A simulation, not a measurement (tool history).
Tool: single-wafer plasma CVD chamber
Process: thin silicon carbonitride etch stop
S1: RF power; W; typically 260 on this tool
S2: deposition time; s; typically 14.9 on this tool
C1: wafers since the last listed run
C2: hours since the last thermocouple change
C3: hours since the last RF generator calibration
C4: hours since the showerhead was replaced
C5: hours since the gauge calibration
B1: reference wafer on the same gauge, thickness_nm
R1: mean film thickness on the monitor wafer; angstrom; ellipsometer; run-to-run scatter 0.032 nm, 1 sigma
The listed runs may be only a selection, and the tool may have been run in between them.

run	day	S1	S2	C1	C2	C3	C4	C5	B1	R1
1	0.000	240	14.9	0	1007.5	1206.8	3974.4	323.4	10.402	89.71
2	0.854	295	14.9	512	1028.0	1227.3	3994.9	343.9	10.396	97.82
3	2.054	295	14.9	719	1056.8	1256.1	4023.7	372.7	10.392	97.63
4	3.142	295	14.9	652	1082.9	1282.2	4049.8	398.8	10.404	98.16
5	3.921	260	17.0	467	1101.6	1300.9	4068.5	417.5	10.396	106.33
6	5.217	260	17.0	777	1132.7	1332.0	4099.6	448.6	10.396	105.73
7	6.458	260	17.0	744	1162.5	1361.8	4129.4	478.4	10.397	106.64
8	7.833	260	14.9	824	1195.5	1394.8	4162.4	511.4	10.408	93.36
9	11.438	260	14.9	2161	1282.0	1481.3	4248.9	597.9	10.398	92.31
10	12.312	260	14.9	524	1303.0	1502.3	4269.9	618.9	10.401	92.70
11	13.000	260	14.9	412	1319.5	1518.8	4286.4	635.4	10.403	91.97
12	14.150	260	14.9	689	1347.1	1546.4	4314.0	663.0	10.402	92.74
13	15.338	260	14.9	712	1375.6	1574.9	4342.5	691.5	10.400	92.54
14	16.562	260	14.9	734	1405.0	1604.3	4371.9	720.9	10.396	92.14
# day 17.075: RF generator calibrated
15	17.908	260	14.9	607	1437.3	20.0	4404.2	753.2	10.397	96.34
# day 18.250: thermocouple changed; heater temperature recalibrated
16	18.658	260	13.0	249	9.8	38.0	4422.2	771.2	10.395	83.23
17	19.362	260	16.5	422	26.7	54.9	4439.1	788.1	10.404	106.54
18	20.621	260	16.5	754	56.9	85.1	4469.3	818.3	10.404	106.21
19	21.158	260	14.9	322	69.8	98.0	4482.2	831.2	10.402	95.70
20	22.400	260	14.9	744	99.6	127.8	4512.0	861.0	10.397	95.47
# day 23.217: showerhead replaced
21	23.238	305	12.8	302	119.7	147.9	0.5	881.1	10.410	87.69
22	24.592	310	12.5	812	152.2	180.4	33.0	913.6	10.397	86.44
23	25.946	260	14.9	812	184.7	212.9	65.5	946.1	10.397	94.89
# day 26.529: gauge calibrated
24	26.579	245	16.2	379	199.9	228.1	80.7	1.2	10.400	100.30
25	27.792	285	17.0	727	229.0	257.2	109.8	30.3	10.398	112.44
26	28.688	300	16.6	537	250.5	278.7	131.3	51.8	10.394	111.96
27	29.850	230	13.8	697	278.4	306.6	159.2	79.7	10.391	82.67
28	31.054	285	12.8	722	307.3	335.5	188.1	108.6	10.401	84.41
29	31.654	210	16.6	359	321.7	349.9	202.5	123.0	10.398	95.00
30	32.896	305	14.0	744	351.5	379.7	232.3	152.8	10.401	94.72
31	34.275	260	12.7	827	384.6	412.8	265.4	185.9	10.403	80.23
32	35.304	215	16.6	617	409.3	437.5	290.1	210.6	10.395	96.31
33	35.812	260	14.9	304	421.5	449.7	302.3	222.8	10.401	93.97
34	36.604	305	15.9	474	440.5	468.7	321.3	241.8	10.405	107.83
35	37.846	310	12.5	744	470.3	498.5	351.1	271.6	10.397	84.86
36	38.796	225	13.8	569	493.1	521.3	373.9	294.4	10.402	81.21

For each entry between runs, how does the tool's hidden state at the last listed run before it compare with that at the first listed run after it?
Logged between run 14 and run 15: RF generator calibrated (day 17.075)
  delivered RF power above the setpoint (%): -8.12 -> -0.498
  measured less the result without the state, R1: -3.66 -> -0.22 angstrom
Logged between run 15 and run 16: thermocouple changed; heater temperature recalibrated (day 18.250)
  delivered RF power above the setpoint (%): -0.498 -> -0.745
  measured less the result without the state, R1: -0.22 -> -0.28 angstrom
Logged between run 20 and run 21: showerhead replaced (day 23.217)
  delivered RF power above the setpoint (%): -1.87 -> -2.1
  measured less the result without the state, R1: -0.82 -> -0.85 angstrom
Logged between run 23 and run 24: gauge calibrated (day 26.529)
  delivered RF power above the setpoint (%): -2.79 -> -2.94
  measured less the result without the state, R1: -1.23 -> -1.37 angstrom
